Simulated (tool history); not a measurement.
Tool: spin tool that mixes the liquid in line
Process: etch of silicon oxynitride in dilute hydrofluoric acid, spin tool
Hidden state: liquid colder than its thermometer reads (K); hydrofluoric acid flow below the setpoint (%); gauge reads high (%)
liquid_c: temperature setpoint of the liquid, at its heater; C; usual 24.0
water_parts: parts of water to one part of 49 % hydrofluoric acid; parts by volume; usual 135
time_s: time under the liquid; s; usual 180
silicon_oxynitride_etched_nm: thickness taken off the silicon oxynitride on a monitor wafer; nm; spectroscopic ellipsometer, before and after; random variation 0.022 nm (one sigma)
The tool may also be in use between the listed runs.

| run | day | liquid_c | water_parts | time_s | wafers since the last listed run | hours since the thermometer was replaced | hours since the hydrofluoric acid flow meter was replaced | hours since the gauge calibration | read-back film thickness of the silicon oxynitride reference wafer, read on the same gauge (nm) | silicon_oxynitride_etched_nm |
|---|---|---|---|---|---|---|---|---|---|---|
| 1 | 0.000 | 24.0 | 135 | 180 | 0 | 191.6 | 1406.1 | 539.7 | 40.01 | 4.78 |
| 2 | 1.129 | 24.0 | 135 | 180 | 119 | 218.7 | 1433.2 | 566.8 | 39.99 | 4.74 |
| 3 | 3.088 | 24.0 | 135 | 180 | 207 | 265.7 | 1480.2 | 613.8 | 40.02 | 4.70 |
| 4 | 4.938 | 24.0 | 135 | 180 | 196 | 310.1 | 1524.6 | 658.2 | 40.00 | 4.77 |
| 5 | 7.067 | 24.0 | 135 | 180 | 225 | 361.2 | 1575.7 | 709.3 | 39.99 | 4.78 |
| 6 | 9.192 | 24.0 | 135 | 180 | 225 | 412.2 | 1626.7 | 760.3 | 40.01 | 4.75 |
| 7 | 10.221 | 24.0 | 135 | 180 | 109 | 436.9 | 1651.4 | 785.0 | 40.01 | 4.67 |
| 8 | 11.346 | 24.0 | 135 | 180 | 119 | 463.9 | 1678.4 | 812.0 | 40.00 | 4.71 |
| 9 | 13.825 | 20.0 | 135 | 180 | 263 | 523.4 | 1737.9 | 871.5 | 40.01 | 3.83 |
| 10 | 15.554 | 24.0 | 135 | 180 | 183 | 564.9 | 1779.4 | 913.0 | 40.00 | 4.64 |
|  | 17.083 | hydrofluoric acid flow meter replaced |
| 11 | 17.250 | 24.0 | 135 | 180 | 175 | 605.6 | 4.0 | 953.7 | 40.02 | 4.68 |
|  | 17.783 | gauge calibrated |
| 12 | 18.958 | 22.5 | 175 | 180 | 181 | 646.6 | 45.0 | 28.2 | 40.00 | 3.25 |
| 13 | 20.300 | 24.0 | 135 | 180 | 142 | 678.8 | 77.2 | 60.4 | 39.98 | 4.66 |
| 14 | 23.258 | 24.0 | 75 | 240 | 313 | 749.8 | 148.2 | 131.4 | 40.03 | 11.63 |
| 15 | 24.779 | 22.5 | 135 | 215 | 161 | 786.3 | 184.7 | 167.9 | 40.00 | 5.17 |
|  | 25.938 | thermometer replaced |
| 16 | 27.646 | 24.0 | 110 | 180 | 299 | 41.0 | 253.5 | 236.7 | 40.00 | 6.03 |
| 17 | 29.092 | 21.5 | 80 | 85 | 153 | 75.7 | 288.2 | 271.4 | 39.99 | 3.53 |
| 18 | 30.117 | 26.5 | 135 | 260 | 108 | 100.3 | 312.8 | 296.0 | 39.99 | 7.73 |
| 19 | 31.721 | 24.0 | 135 | 140 | 170 | 138.8 | 351.3 | 334.5 | 39.99 | 3.73 |
| 20 | 33.521 | 24.0 | 135 | 180 | 191 | 182.0 | 394.5 | 377.7 | 40.00 | 4.81 |
| 21 | 35.271 | 28.0 | 135 | 180 | 185 | 224.0 | 436.5 | 419.7 | 40.01 | 5.70 |
| 22 | 38.196 | 24.0 | 135 | 180 | 310 | 294.2 | 506.7 | 489.9 | 40.01 | 4.76 |

Hidden state at the last listed run before each entry between runs and at the first one after, where it differs:
Between runs 10 and 11: hydrofluoric acid flow meter replaced (day 17.083)
  liquid colder than its thermometer reads (K): 0.69 -> 0.737
  measured less the result without the state, silicon_oxynitride_etched_nm: -0.16 -> -0.16 nm
Between runs 11 and 12: gauge calibrated (day 17.783)
  liquid colder than its thermometer reads (K): 0.737 -> 0.784
  measured less the result without the state, silicon_oxynitride_etched_nm: -0.16 -> -0.12 nm
Between runs 15 and 16: thermometer replaced (day 25.938)
  liquid colder than its thermometer reads (K): 0.945 -> 0.156
  measured less the result without the state, silicon_oxynitride_etched_nm: -0.24 -> -0.05 nm

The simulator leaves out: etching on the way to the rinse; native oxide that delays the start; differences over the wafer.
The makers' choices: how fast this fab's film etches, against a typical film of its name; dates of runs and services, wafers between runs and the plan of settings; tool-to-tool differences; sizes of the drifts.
